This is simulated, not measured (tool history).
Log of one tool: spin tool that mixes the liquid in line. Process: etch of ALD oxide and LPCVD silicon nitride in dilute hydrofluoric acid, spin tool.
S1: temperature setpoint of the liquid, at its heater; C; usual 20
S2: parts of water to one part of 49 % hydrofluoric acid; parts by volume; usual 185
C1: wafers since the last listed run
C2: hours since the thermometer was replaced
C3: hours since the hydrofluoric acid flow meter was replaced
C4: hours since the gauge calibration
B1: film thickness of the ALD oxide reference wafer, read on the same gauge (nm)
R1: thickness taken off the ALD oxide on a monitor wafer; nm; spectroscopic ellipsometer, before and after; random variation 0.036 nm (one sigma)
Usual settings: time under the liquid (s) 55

{"run": 1, "hour": 0.0, "S1": 18, "S2": 185, "time under the liquid (s)": 55, "C1": 0, "C2": 1423.9, "C3": 1980.9, "C4": 227.2, "B1": 90, "R1": 5.4}
{"run": 2, "hour": 33.0, "S1": 20, "S2": 185, "time under the liquid (s)": 55, "C1": 465, "C2": 1456.9, "C3": 2013.9, "C4": 260.2, "B1": 89.99, "R1": 5.93}
{"run": 3, "hour": 60.5, "S1": 20, "S2": 185, "time under the liquid (s)": 55, "C1": 387, "C2": 1484.4, "C3": 2041.4, "C4": 287.7, "B1": 89.99, "R1": 5.96}
{"run": 4, "hour": 93.3, "S1": 20, "S2": 185, "time under the liquid (s)": 55, "C1": 462, "C2": 1517.2, "C3": 2074.2, "C4": 320.5, "B1": 89.99, "R1": 5.9}
{"run": 5, "hour": 115.8, "S1": 20, "S2": 185, "time under the liquid (s)": 55, "C1": 317, "C2": 1539.7, "C3": 2096.7, "C4": 343, "B1": 90.02, "R1": 5.94}
{"run": 6, "hour": 132.9, "S1": 20, "S2": 185, "time under the liquid (s)": 55, "C1": 241, "C2": 1556.8, "C3": 2113.8, "C4": 360.1, "B1": 89.96, "R1": 5.89}
{"run": 7, "hour": 163.1, "S1": 20, "S2": 185, "time under the liquid (s)": 55, "C1": 425, "C2": 1587, "C3": 2144, "C4": 390.3, "B1": 90.02, "R1": 5.91}
{"run": 8, "hour": 181.3, "S1": 18.5, "S2": 250, "time under the liquid (s)": 55, "C1": 256, "C2": 1605.2, "C3": 2162.2, "C4": 408.5, "B1": 90.03, "R1": 3.92}
{"hour": 194.3, "done": "hydrofluoric acid flow meter replaced"}
{"run": 9, "hour": 202.6, "S1": 18, "S2": 185, "time under the liquid (s)": 55, "C1": 286, "C2": 1626.5, "C3": 8.3, "C4": 429.8, "B1": 89.99, "R1": 4.84}
{"run": 10, "hour": 236.4, "S1": 23, "S2": 210, "time under the liquid (s)": 55, "C1": 476, "C2": 1660.3, "C3": 42.1, "C4": 463.6, "B1": 90.01, "R1": 5.1}
{"run": 11, "hour": 261.4, "S1": 20, "S2": 185, "time under the liquid (s)": 55, "C1": 352, "C2": 1685.3, "C3": 67.1, "C4": 488.6, "B1": 90, "R1": 5.26}
{"run": 12, "hour": 276.7, "S1": 22.5, "S2": 160, "time under the liquid (s)": 80, "C1": 215, "C2": 1700.6, "C3": 82.4, "C4": 503.9, "B1": 90.01, "R1": 10.06}
{"run": 13, "hour": 302.9, "S1": 20, "S2": 235, "time under the liquid (s)": 55, "C1": 369, "C2": 1726.8, "C3": 108.6, "C4": 530.1, "B1": 90.05, "R1": 3.94}
{"run": 14, "hour": 321.3, "S1": 20, "S2": 95, "time under the liquid (s)": 85, "C1": 259, "C2": 1745.2, "C3": 127, "C4": 548.5, "B1": 89.98, "R1": 17.01}
{"hour": 324.6, "done": "gauge calibrated"}
{"hour": 382.8, "done": "thermometer replaced"}
{"run": 15, "hour": 426.8, "S1": 20, "S2": 185, "time under the liquid (s)": 55, "C1": 1472, "C2": 44, "C3": 232.5, "C4": 102.2, "B1": 89.99, "R1": 5.73}
{"run": 16, "hour": 455.4, "S1": 20, "S2": 220, "time under the liquid (s)": 35, "C1": 403, "C2": 72.6, "C3": 261.1, "C4": 130.8, "B1": 89.97, "R1": 2.94}
{"run": 17, "hour": 491.0, "S1": 20, "S2": 185, "time under the liquid (s)": 85, "C1": 501, "C2": 108.2, "C3": 296.7, "C4": 166.4, "B1": 90.02, "R1": 8.94}
{"run": 18, "hour": 524.6, "S1": 20, "S2": 105, "time under the liquid (s)": 35, "C1": 473, "C2": 141.8, "C3": 330.3, "C4": 200, "B1": 90.03, "R1": 6.95}
{"run": 19, "hour": 555.9, "S1": 20, "S2": 185, "time under the liquid (s)": 55, "C1": 441, "C2": 173.1, "C3": 361.6, "C4": 231.3, "B1": 89.97, "R1": 5.7}
{"run": 20, "hour": 584.6, "S1": 20, "S2": 265, "time under the liquid (s)": 45, "C1": 404, "C2": 201.8, "C3": 390.3, "C4": 260, "B1": 90.01, "R1": 3.06}
{"run": 21, "hour": 601.4, "S1": 17, "S2": 230, "time under the liquid (s)": 75, "C1": 236, "C2": 218.6, "C3": 407.1, "C4": 276.8, "B1": 90, "R1": 5.34}
{"run": 22, "hour": 635.4, "S1": 22, "S2": 185, "time under the liquid (s)": 80, "C1": 479, "C2": 252.6, "C3": 441.1, "C4": 310.8, "B1": 89.96, "R1": 9.07}
{"run": 23, "hour": 662.0, "S1": 20, "S2": 185, "time under the liquid (s)": 40, "C1": 374, "C2": 279.2, "C3": 467.7, "C4": 337.4, "B1": 90.04, "R1": 4.13}
{"run": 24, "hour": 696.5, "S1": 17.5, "S2": 145, "time under the liquid (s)": 65, "C1": 486, "C2": 313.7, "C3": 502.2, "C4": 371.9, "B1": 89.95, "R1": 8.11}
{"run": 25, "hour": 713.7, "S1": 22.5, "S2": 135, "time under the liquid (s)": 25, "C1": 242, "C2": 330.9, "C3": 519.4, "C4": 389.1, "B1": 90, "R1": 4.19}
{"run": 26, "hour": 731.4, "S1": 17, "S2": 185, "time under the liquid (s)": 30, "C1": 249, "C2": 348.6, "C3": 537.1, "C4": 406.8, "B1": 90.01, "R1": 2.79}
{"run": 27, "hour": 765.0, "S1": 17, "S2": 185, "time under the liquid (s)": 55, "C1": 473, "C2": 382.2, "C3": 570.7, "C4": 440.4, "B1": 90.02, "R1": 5.02}

Forecast each of these 3 alternatives for the next run:
{"run": "A", "hour": 765.4, "S1": 20, "S2": 160, "time under the liquid (s)": 55, "C1": 5, "C2": 382.6, "C3": 571.1, "C4": 440.8, "B1": "?", "R1": "?"}
{"run": "B", "hour": 765.4, "S1": 22.5, "S2": 155, "time under the liquid (s)": 45, "C1": 5, "C2": 382.6, "C3": 571.1, "C4": 440.8, "B1": "?", "R1": "?"}
{"run": "C", "hour": 765.4, "S1": 22, "S2": 185, "time under the liquid (s)": 90, "C1": 5, "C2": 382.6, "C3": 571.1, "C4": 440.8, "B1": "?", "R1": "?"}

run=A B1=90 R1=6.87
run=B B1=90 R1=6.44
run=C B1=90 R1=10.26
Without the tool's hidden state the same runs would have given:
run=A R1=6.76
run=B R1=6.33
run=C R1=10.07

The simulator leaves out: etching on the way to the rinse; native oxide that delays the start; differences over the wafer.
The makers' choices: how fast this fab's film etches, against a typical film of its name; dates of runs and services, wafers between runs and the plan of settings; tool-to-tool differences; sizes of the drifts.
